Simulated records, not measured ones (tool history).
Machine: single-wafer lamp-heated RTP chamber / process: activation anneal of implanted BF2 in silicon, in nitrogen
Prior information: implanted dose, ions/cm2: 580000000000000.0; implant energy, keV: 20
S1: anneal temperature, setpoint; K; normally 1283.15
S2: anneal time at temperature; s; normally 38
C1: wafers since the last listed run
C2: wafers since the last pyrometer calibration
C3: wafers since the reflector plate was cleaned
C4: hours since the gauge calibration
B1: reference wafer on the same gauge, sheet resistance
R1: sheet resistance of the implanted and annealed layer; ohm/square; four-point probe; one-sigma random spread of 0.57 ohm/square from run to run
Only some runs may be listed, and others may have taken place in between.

| run | day | S1 | S2 | C1 | C2 | C3 | C4 | B1 | R1 |
|---|---|---|---|---|---|---|---|---|---|
| 1 | 0.000 | 1283.15 | 46 | 0 | 989 | 3470 | 373.0 | 273.08 | 232.39 |
| 2 | 0.279 | 1289.15 | 38 | 72 | 1062 | 3543 | 379.7 | 273.17 | 233.02 |
| 3 | 0.933 | 1289.15 | 38 | 171 | 1233 | 3714 | 395.4 | 273.04 | 231.53 |
| 4 | 1.308 | 1283.15 | 56 | 98 | 1331 | 3812 | 404.4 | 272.98 | 228.76 |
| 5 | 1.983 | 1283.15 | 56 | 176 | 1507 | 3989 | 420.6 | 273.08 | 228.71 |
| 6 | 2.271 | 1283.15 | 38 | 75 | 1582 | 4064 | 427.5 | 272.95 | 234.63 |
| 7 | 2.712 | 1283.15 | 38 | 115 | 1698 | 4179 | 438.1 | 273.17 | 233.66 |
| 8 | 4.171 | 1283.15 | 38 | 381 | 2079 | 4561 | 473.1 | 273.26 | 233.22 |
| 9 | 4.592 | 1262.15 | 56 | 110 | 2189 | 4671 | 483.2 | 272.96 | 240.89 |
| 10 | 5.029 | 1283.15 | 21 | 114 | 2304 | 4785 | 493.7 | 273.31 | 241.95 |
| 11 | 5.721 | 1283.15 | 21 | 180 | 2484 | 4966 | 510.3 | 272.94 | 241.77 |
| 12 | 6.000 | 1283.15 | 21 | 72 | 2557 | 5039 | 517.0 | 272.99 | 242.05 |
| 13 | 6.525 | 1283.15 | 38 | 137 | 2695 | 5176 | 529.6 | 273.03 | 233.88 |
| 14 | 7.254 | 1283.15 | 38 | 190 | 2885 | 5367 | 547.1 | 273.00 | 232.46 |
| 15 | 7.667 | 1283.15 | 38 | 107 | 2993 | 5475 | 557.0 | 272.86 | 231.93 |
| 16 | 8.417 | 1283.15 | 27 | 196 | 3189 | 5671 | 575.0 | 273.06 | 237.15 |
| 17 | 8.950 | 1283.15 | 21 | 139 | 3329 | 5810 | 587.8 | 273.07 | 240.02 |
| 18 | 9.658 | 1283.15 | 56 | 185 | 3514 | 5995 | 604.8 | 272.80 | 225.68 |
| 19 | 9.938 | 1313.15 | 46 | 72 | 3587 | 6068 | 611.5 | 273.05 | 218.91 |
| 20 | 10.442 | 1274.15 | 38 | 131 | 3719 | 6200 | 623.6 | 272.98 | 237.01 |
|  | 10.533 | gauge calibrated |
| 21 | 10.879 | 1261.15 | 30 | 114 | 3833 | 6315 | 8.3 | 273.19 | 247.34 |
| 22 | 11.179 | 1283.15 | 38 | 78 | 3912 | 6393 | 15.5 | 273.12 | 230.47 |
|  | 11.575 | reflector plate cleaned |
| 23 | 11.596 | 1310.15 | 19 | 21 | 3933 | 5 | 25.5 | 273.13 | 227.35 |
|  | 11.967 | pyrometer window cleaned and pyrometer calibrated |
| 24 | 11.988 | 1313.15 | 46 | 15 | 5 | 20 | 34.9 | 273.13 | 221.62 |
| 25 | 12.496 | 1264.15 | 17 | 132 | 138 | 153 | 47.1 | 272.97 | 261.70 |
| 26 | 12.829 | 1292.15 | 51 | 87 | 225 | 240 | 55.1 | 273.20 | 227.06 |
| 27 | 13.288 | 1275.15 | 45 | 119 | 345 | 360 | 66.1 | 272.80 | 238.28 |
| 28 | 13.867 | 1294.15 | 16 | 151 | 496 | 512 | 80.0 | 273.14 | 243.05 |
| 29 | 14.150 | 1291.15 | 21 | 74 | 570 | 586 | 86.8 | 273.07 | 239.33 |
| 30 | 14.450 | 1283.15 | 38 | 78 | 649 | 664 | 94.0 | 273.13 | 236.13 |

The next listed run, before its measurement:
| 31 | 14.750 | 1307.15 | 16 | 78 | 727 | 743 | 101.2 | ? | ? |

B1: 272.92
R1: 235.05 ohm/square
The same run, on a tool lacking any hidden state, would have yielded R1 236.57 ohm/square.
